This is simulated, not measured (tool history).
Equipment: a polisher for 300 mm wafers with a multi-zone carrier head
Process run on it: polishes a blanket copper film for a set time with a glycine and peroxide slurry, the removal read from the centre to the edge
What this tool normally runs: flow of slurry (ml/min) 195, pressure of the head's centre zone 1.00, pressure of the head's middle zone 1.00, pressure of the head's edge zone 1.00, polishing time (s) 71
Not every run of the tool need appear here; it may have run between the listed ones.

| run | day | flow of slurry (ml/min) | pressure of the head's centre zone | pressure of the head's middle zone | pressure of the head's edge zone | polishing time (s) | wafers since the last listed run | wafers polished on this pad | hours since the slurry nozzle was cleaned | hours since the centre zone pressure was calibrated | hours since the edge zone pressure was calibrated | hours since the carrier head's membrane was replaced | incoming thickness of the incoming film, nm | film removed at the wafer's centre (Å) | film removed at mid-radius (Å) | film removed at the wafer's edge (Å) |
|---|---|---|---|---|---|---|---|---|---|---|---|---|---|---|---|---|
| 1 | 0.000 | 140 | 1.00 | 0.93 | 1.00 | 62 | 0 | 5773 | 351.8 | 907.6 | 672.9 | 521.9 | 1461.0 | 3368 | 3187 | 3326 |
| 2 | 3.946 | 195 | 1.00 | 1.00 | 1.00 | 82 | 1038 | 6812 | 446.5 | 1002.3 | 767.6 | 616.6 | 1451.6 | 4628 | 4729 | 4582 |
|  | 5.046 | edge zone pressure recalibrated |
| 3 | 6.346 | 195 | 1.00 | 1.08 | 0.96 | 57 | 609 | 7422 | 504.1 | 1059.9 | 31.2 | 674.2 | 1474.5 | 3220 | 3385 | 3056 |
|  | 6.617 | carrier head's membrane replaced by a new one |
| 4 | 7.867 | 195 | 1.00 | 0.90 | 1.05 | 71 | 345 | 7767 | 540.6 | 1096.4 | 67.7 | 30.0 | 1474.8 | 3895 | 3680 | 3955 |
|  | 9.171 | worn pad replaced by a new one, of another model than before |
|  | 11.483 | slurry nozzle cleaned |
| 5 | 11.629 | 135 | 1.04 | 0.94 | 1.00 | 71 | 935 | 635 | 3.5 | 1186.7 | 158.0 | 120.3 | 1448.2 | 4051 | 3799 | 3969 |
| 6 | 16.088 | 195 | 1.00 | 1.00 | 1.09 | 60 | 1173 | 1809 | 110.5 | 1293.7 | 265.0 | 227.3 | 1467.3 | 3732 | 3791 | 3773 |
|  | 17.854 | centre zone pressure recalibrated |
| 7 | 18.258 | 195 | 1.00 | 1.00 | 1.00 | 71 | 549 | 2359 | 162.6 | 9.7 | 317.1 | 279.4 | 1455.7 | 4385 | 4382 | 4308 |
| 8 | 19.946 | 130 | 1.00 | 1.10 | 0.91 | 71 | 444 | 2803 | 203.1 | 50.2 | 357.6 | 319.9 | 1458.9 | 3664 | 4095 | 3684 |
| 9 | 23.879 | 195 | 1.00 | 1.00 | 1.00 | 79 | 1035 | 3839 | 297.5 | 144.6 | 452.0 | 414.3 | 1460.9 | 4597 | 4804 | 4621 |
| 10 | 26.129 | 195 | 1.00 | 1.00 | 0.90 | 71 | 592 | 4431 | 351.5 | 198.6 | 506.0 | 468.3 | 1463.1 | 4175 | 4346 | 4048 |
| 11 | 28.979 | 150 | 1.00 | 1.00 | 0.89 | 58 | 750 | 5181 | 419.9 | 267.0 | 574.4 | 536.7 | 1434.1 | 3090 | 3178 | 3027 |
|  | 31.388 | carrier head's membrane replaced by a new one |
| 12 | 32.029 | 195 | 0.92 | 1.11 | 0.88 | 94 | 748 | 5930 | 493.1 | 340.2 | 647.6 | 15.4 | 1450.4 | 4936 | 6017 | 4947 |
| 13 | 33.788 | 195 | 1.00 | 1.00 | 1.00 | 71 | 462 | 6393 | 535.3 | 382.4 | 689.8 | 57.6 | 1454.7 | 3937 | 4147 | 4073 |
| 14 | 35.717 | 195 | 1.00 | 1.00 | 1.00 | 71 | 507 | 6900 | 581.6 | 428.7 | 736.1 | 103.9 | 1462.7 | 4004 | 4020 | 4006 |
|  | 37.325 | worn pad replaced by a new one |
|  | 38.142 | slurry nozzle cleaned |
|  | 39.546 | edge zone pressure recalibrated |
| 15 | 40.167 | 255 | 1.10 | 1.00 | 1.00 | 88 | 1094 | 715 | 48.6 | 535.5 | 14.9 | 210.7 | 1456.8 | 6555 | 5848 | 5629 |
| 16 | 44.554 | 195 | 1.00 | 1.00 | 1.00 | 71 | 1155 | 1870 | 153.9 | 640.8 | 120.2 | 316.0 | 1461.8 | 4338 | 4424 | 4385 |
| 17 | 47.358 | 195 | 1.00 | 1.00 | 1.00 | 93 | 738 | 2608 | 221.2 | 708.1 | 187.5 | 383.3 | 1479.0 | 5682 | 5795 | 5610 |
| 18 | 49.200 | 195 | 1.00 | 1.00 | 1.00 | 71 | 484 | 3093 | 265.4 | 752.3 | 231.7 | 427.5 | 1480.4 | 4320 | 4362 | 4222 |
| 19 | 51.842 | 195 | 1.00 | 1.00 | 1.00 | 71 | 695 | 3789 | 328.8 | 815.7 | 295.1 | 490.9 | 1457.2 | 4233 | 4236 | 4159 |
|  | 56.233 | carrier head's membrane replaced by a new one |
| 20 | 56.254 | 245 | 0.97 | 1.00 | 0.91 | 71 | 1106 | 4896 | 434.7 | 921.6 | 401.0 | 0.5 | 1452.9 | 4195 | 4523 | 4069 |
| 21 | 59.425 | 175 | 1.11 | 1.00 | 0.92 | 54 | 834 | 5730 | 510.8 | 997.7 | 477.1 | 76.6 | 1450.7 | 3403 | 3140 | 2998 |

Take each entry between the runs: how does the hidden state at the last listed run before it differ from the hidden state at the first listed run after it?
In the gap between runs 2 and 3: edge zone pressure recalibrated (day 5.046)
  removal rate lost through wear of the pad, %: 12.5 -> 13.6
  measured minus no-state result, film removed at the wafer's centre (Å): -661 -> -505; film removed at mid-radius (Å): -675 -> -530; film removed at the wafer's edge (Å): -654 -> -479
In the gap between runs 3 and 4: carrier head's membrane replaced by a new one (day 6.617)
  removal rate lost through wear of the pad, %: 13.6 -> 14.2
  measured minus no-state result, film removed at the wafer's centre (Å): -505 -> -646; film removed at mid-radius (Å): -530 -> -610; film removed at the wafer's edge (Å): -479 -> -656
In the gap between runs 4 and 5: worn pad replaced by a new one, of another model than before (day 9.171); slurry nozzle cleaned (day 11.483)
  removal rate lost through wear of the pad, %: 14.2 -> 2.39
  measured minus no-state result, film removed at the wafer's centre (Å): -646 -> -99; film removed at mid-radius (Å): -610 -> -93; film removed at the wafer's edge (Å): -656 -> -97
In the gap between runs 6 and 7: centre zone pressure recalibrated (day 17.854)
  removal rate lost through wear of the pad, %: 4.35 -> 5.31
  measured minus no-state result, film removed at the wafer's centre (Å): -170 -> -246; film removed at mid-radius (Å): -172 -> -245; film removed at the wafer's edge (Å): -171 -> -241
In the gap between runs 11 and 12: carrier head's membrane replaced by a new one (day 31.388)
  removal rate lost through wear of the pad, %: 10 -> 11.4
  measured minus no-state result, film removed at the wafer's centre (Å): -344 -> -632; film removed at mid-radius (Å): -354 -> -770; film removed at the wafer's edge (Å): -337 -> -634
In the gap between runs 14 and 15: worn pad replaced by a new one (day 37.325); slurry nozzle cleaned (day 38.142); edge zone pressure recalibrated (day 39.546)
  removal rate lost through wear of the pad, %: 13 -> 1.96
  measured minus no-state result, film removed at the wafer's centre (Å): -597 -> -131; film removed at mid-radius (Å): -600 -> -117; film removed at the wafer's edge (Å): -597 -> -112
In the gap between runs 19 and 20: carrier head's membrane replaced by a new one (day 56.233)
  removal rate lost through wear of the pad, %: 7.09 -> 9.03
  measured minus no-state result, film removed at the wafer's centre (Å): -323 -> -417; film removed at mid-radius (Å): -323 -> -449; film removed at the wafer's edge (Å): -317 -> -404
